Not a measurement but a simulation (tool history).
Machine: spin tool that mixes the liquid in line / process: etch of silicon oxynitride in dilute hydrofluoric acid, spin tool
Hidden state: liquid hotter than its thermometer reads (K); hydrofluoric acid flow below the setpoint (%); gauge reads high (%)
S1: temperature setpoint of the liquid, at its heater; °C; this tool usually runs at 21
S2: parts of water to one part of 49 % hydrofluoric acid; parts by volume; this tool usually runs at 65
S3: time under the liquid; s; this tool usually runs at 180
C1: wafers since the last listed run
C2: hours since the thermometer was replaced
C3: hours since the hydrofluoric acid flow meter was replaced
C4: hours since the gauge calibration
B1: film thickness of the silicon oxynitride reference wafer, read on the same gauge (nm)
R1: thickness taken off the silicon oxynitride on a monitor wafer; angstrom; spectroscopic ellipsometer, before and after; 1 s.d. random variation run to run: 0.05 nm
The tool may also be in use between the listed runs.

run,hour,S1,S2,S3,C1,C2,C3,C4,B1,R1
1,0,17.5,65,180,0,675.3,91.5,542.9,49.98,55.3
# hour 3.1: thermometer replaced
2,107.6,17.5,65,180,918,104.5,199.1,650.5,49.98,49.5
3,192.2,17.5,65,180,729,189.1,283.7,735.1,50.02,50.3
4,265.4,21,65,180,630,262.3,356.9,808.3,49.98,60.7
5,361.7,21,65,180,829,358.6,453.2,904.6,50.02,61.4
6,434.3,21,65,180,625,431.2,525.8,977.2,49.99,62.1
7,488.8,21,65,180,469,485.7,580.3,1031.7,50.02,62.7
8,572.7,21,65,180,723,569.6,664.2,1115.6,49.95,62.8
9,636.3,21,65,180,548,633.2,727.8,1179.2,50.01,63.5
# hour 665.3: thermometer replaced
10,672.4,21,65,180,302,7.1,763.9,1215.3,50.05,57.3
# hour 712.9: gauge calibrated
# hour 717.3: hydrofluoric acid flow meter replaced
11,761.1,24,55,245,755,95.8,43.8,48.2,50.01,112.3
12,855.7,18,90,180,815,190.4,138.4,142.8,50.02,36.7
13,895.2,23,55,180,340,229.9,177.9,182.3,50.02,80.6
14,1143.3,23.5,65,180,2138,478,426,430.4,50.01,70

What does the tool deliver on the next run?
15,1232.7,21,65,180,770,567.4,515.4,519.8,?,?

B1: 50.05
R1: 62.4 angstrom
With no hidden state in the tool, this same run would have given R1 57.6 angstrom.
